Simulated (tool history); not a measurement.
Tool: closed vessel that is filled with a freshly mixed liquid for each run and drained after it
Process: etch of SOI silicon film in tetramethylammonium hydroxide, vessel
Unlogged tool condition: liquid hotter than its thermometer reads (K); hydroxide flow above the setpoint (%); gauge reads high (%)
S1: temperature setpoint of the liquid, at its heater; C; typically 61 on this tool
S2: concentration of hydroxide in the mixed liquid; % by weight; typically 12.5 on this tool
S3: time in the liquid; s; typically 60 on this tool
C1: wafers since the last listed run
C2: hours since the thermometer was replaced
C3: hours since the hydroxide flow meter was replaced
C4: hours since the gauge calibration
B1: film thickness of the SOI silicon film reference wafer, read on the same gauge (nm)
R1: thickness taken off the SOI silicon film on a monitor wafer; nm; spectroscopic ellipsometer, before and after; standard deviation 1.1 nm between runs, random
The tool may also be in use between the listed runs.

run,hour,S1,S2,S3,C1,C2,C3,C4,B1,R1
1,0,61,12.5,60,0,1219.2,574.9,360.3,120,236.02
2,17.4,61,12.5,60,2170,1236.6,592.3,377.7,120,233.21
3,38.6,61,12.5,60,2644,1257.8,613.5,398.9,120.02,232.6
4,51.5,61,15.5,85,1608,1270.7,626.4,411.8,119.96,304.68
5,68.6,61,15.5,85,2132,1287.8,643.5,428.9,119.98,302.55
6,83.6,61,15.5,85,1870,1302.8,658.5,443.9,119.97,304.78
7,97.4,61,12.5,60,1721,1316.6,672.3,457.7,119.98,234.2
8,113.3,61,12.5,60,1983,1332.5,688.2,473.6,119.94,234.05
9,122.2,65,9.5,60,1110,1341.4,697.1,482.5,119.96,331.3
10,132.3,61,12.5,60,1259,1351.5,707.2,492.6,119.99,233.68
11,144.6,61,12.5,60,1534,1363.8,719.5,504.9,119.97,231.01
12,159.6,61,14,60,1870,1378.8,734.5,519.9,120,221.55
13,167.7,61,15.5,50,1010,1386.9,742.6,528,120,176.87
# hour 169.1: hydroxide flow meter replaced
14,173.9,61,12.5,60,648,1393.1,4.8,534.2,119.99,244.12
15,184,63,9,70,1259,1403.2,14.9,544.3,119.99,360.21
16,194.8,61,10.5,85,1347,1414,25.7,555.1,120.01,366.37
# hour 197.7: thermometer replaced
17,204.9,61,12.5,60,1134,7.2,35.8,565.2,120.06,244
18,218,61,15.5,80,1633,20.3,48.9,578.3,120.04,289.8
# hour 228.2: gauge calibrated
19,229.7,55,14,30,1459,32,60.6,1.5,119.98,78.26
20,239,61,15.5,80,1159,41.3,69.9,10.8,120,290.37
21,253.3,57,9,60,1783,55.6,84.2,25.1,120.06,212.7
22,263,65.5,16,50,1209,65.3,93.9,34.8,120.04,235.06
23,277.8,61,12.5,60,1845,80.1,108.7,49.6,120.05,238.48
24,287.7,61,12.5,75,1234,90,118.6,59.5,119.98,298.64
25,298.1,61,12.5,45,1297,100.4,129,69.9,119.96,180.09
26,311.9,66,10.5,80,1721,114.2,142.8,83.7,119.99,462.76
27,319.9,55,14,30,997,122.2,150.8,91.7,120.05,77.47
28,337.6,61,12.5,60,2207,139.9,168.5,109.4,120,240.6
29,353.6,54.5,14.5,75,1995,155.9,184.5,125.4,119.99,183.01
30,368.1,61,12.5,60,1808,170.4,199,139.9,120,238.92

Forecast run 31:
31,392,54,10,50,2980,194.3,222.9,163.8,?,?

B1: 119.98
R1: 138.96 nm
With the hidden condition absent and the run-to-run variation left alone, this run would have shown R1 140.82 nm.
